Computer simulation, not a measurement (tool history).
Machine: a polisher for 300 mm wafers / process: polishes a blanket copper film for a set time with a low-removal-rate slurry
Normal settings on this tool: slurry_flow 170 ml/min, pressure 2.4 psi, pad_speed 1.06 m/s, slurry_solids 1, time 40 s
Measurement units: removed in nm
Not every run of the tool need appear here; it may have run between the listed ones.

| run | hour | slurry_flow | pressure | pad_speed | slurry_solids | time | incoming thickness of the incoming film, nm | removed |
|---|---|---|---|---|---|---|---|---|
| 1 | 0 | 170 | 2.4 | 1.06 | 1 | 40 | 784.3 | 93.8 |
| 2 | 22.7 | 170 | 2.4 | 1.06 | 1 | 40 | 776.7 | 93.6 |
|  | 54.2 | slurry blender recalibrated |
| 3 | 58 | 170 | 2.6 | 1.06 | 1 | 40 | 776.6 | 100.1 |
| 4 | 71 | 170 | 2.6 | 1.06 | 1 | 40 | 774.5 | 99.9 |
| 5 | 94.1 | 170 | 2.6 | 1.06 | 1 | 40 | 787.2 | 99.3 |
| 6 | 108.2 | 170 | 2.4 | 1.06 | 1 | 40 | 781.5 | 93.1 |
|  | 127.1 | worn pad replaced by a new one |
| 7 | 140.6 | 170 | 2.4 | 1.06 | 1 | 40 | 769 | 93.7 |
| 8 | 166.8 | 170 | 2.4 | 1.06 | 1 | 40 | 778.9 | 92.5 |
| 9 | 181 | 170 | 2.4 | 1.06 | 1 | 40 | 783.9 | 92.2 |
| 10 | 200.5 | 170 | 2.4 | 1.06 | 1 | 40 | 772.7 | 93.8 |
| 11 | 215.7 | 170 | 2.4 | 1.06 | 1 | 40 | 782.3 | 94.6 |
|  | 226.6 | slurry blender recalibrated |
| 12 | 230 | 170 | 2.4 | 1.06 | 1 | 40 | 791.7 | 93 |
|  | 263.8 | worn pad replaced by a new one |
| 13 | 264.7 | 170 | 2.4 | 1.06 | 1 | 40 | 775.3 | 94.9 |
| 14 | 276.8 | 170 | 2.4 | 1.06 | 1 | 40 | 786.9 | 95.7 |
| 15 | 312.2 | 170 | 2.4 | 1.06 | 1 | 40 | 781.7 | 95 |
| 16 | 344.9 | 195 | 2.4 | 1.06 | 0.75 | 40 | 789 | 89.8 |
| 17 | 372.4 | 170 | 2.4 | 1.06 | 1 | 40 | 796.7 | 94.6 |
| 18 | 393.8 | 170 | 2.4 | 1.06 | 1 | 40 | 781.3 | 95.7 |
|  | 398.7 | worn pad replaced by a new one |
|  | 405.5 | slurry blender recalibrated |
| 19 | 412.1 | 170 | 2.4 | 0.68 | 1 | 40 | 770.7 | 61.1 |
| 20 | 425.2 | 150 | 2.4 | 1.06 | 1 | 40 | 781.3 | 94.1 |
|  | 461 | head pressure recalibrated |
| 21 | 461.5 | 170 | 2.1 | 0.8 | 1 | 40 | 780 | 61.4 |
| 22 | 483.9 | 230 | 2.4 | 1.32 | 1 | 40 | 775.4 | 119.8 |
| 23 | 510.2 | 190 | 2.4 | 1.16 | 0.8 | 31 | 780.9 | 73.4 |
|  | 511.6 | slurry nozzle cleaned |
|  | 525.5 | worn pad replaced by a new one |
| 24 | 561 | 170 | 2.4 | 1.06 | 1.1 | 40 | 780.5 | 93.6 |
| 25 | 580.2 | 170 | 2.4 | 1.06 | 1 | 40 | 778.7 | 90.5 |
|  | 598.6 | slurry blender recalibrated |
| 26 | 613.4 | 170 | 2.4 | 1.06 | 0.85 | 40 | 767 | 87.2 |
| 27 | 638.8 | 230 | 2.4 | 1.06 | 1 | 40 | 778.5 | 94.7 |
| 28 | 666.1 | 170 | 2.4 | 1.06 | 1 | 29 | 785.9 | 65.4 |
|  | 679 | worn pad replaced by a new one |
| 29 | 693.8 | 170 | 2.4 | 1.24 | 1 | 40 | 772.3 | 107 |
| 30 | 706 | 170 | 2.4 | 1.06 | 1 | 40 | 781.9 | 89.6 |

Measured result minus the same run's result without the hidden state. Both carry the same run-to-run variation, though not necessarily the same gauge scatter:
Unlogged tool condition in this case: removal rate lost through wear of the pad, %; slurry flow missing at the pad, %; deviation of the head's pressure from its setpoint, %; abrasive missing from the slurry, %.
| run | removed |
|---|---|
| 1 | +1.4 |
| 2 | +1.5 |
| 3 | +1.9 |
| 4 | +2 |
| 5 | +2.1 |
| 6 | +2.2 |
| 7 | +2.4 |
| 8 | +2.6 |
| 9 | +2.8 |
| 10 | +3 |
| 11 | +3.1 |
| 12 | +3.2 |
| 13 | +3.7 |
| 14 | +3.8 |
| 15 | +4.1 |
| 16 | +4.3 |
| 17 | +4.8 |
| 18 | +5.1 |
| 19 | +3.4 |
| 20 | +5.3 |
| 21 | -0.2 |
| 22 | -0.4 |
| 23 | -0.3 |
| 24 | -0.3 |
| 25 | -0.2 |
| 26 | -0.2 |
| 27 | -0.1 |
| 28 | +0 |
| 29 | +0.1 |
| 30 | +0.2 |

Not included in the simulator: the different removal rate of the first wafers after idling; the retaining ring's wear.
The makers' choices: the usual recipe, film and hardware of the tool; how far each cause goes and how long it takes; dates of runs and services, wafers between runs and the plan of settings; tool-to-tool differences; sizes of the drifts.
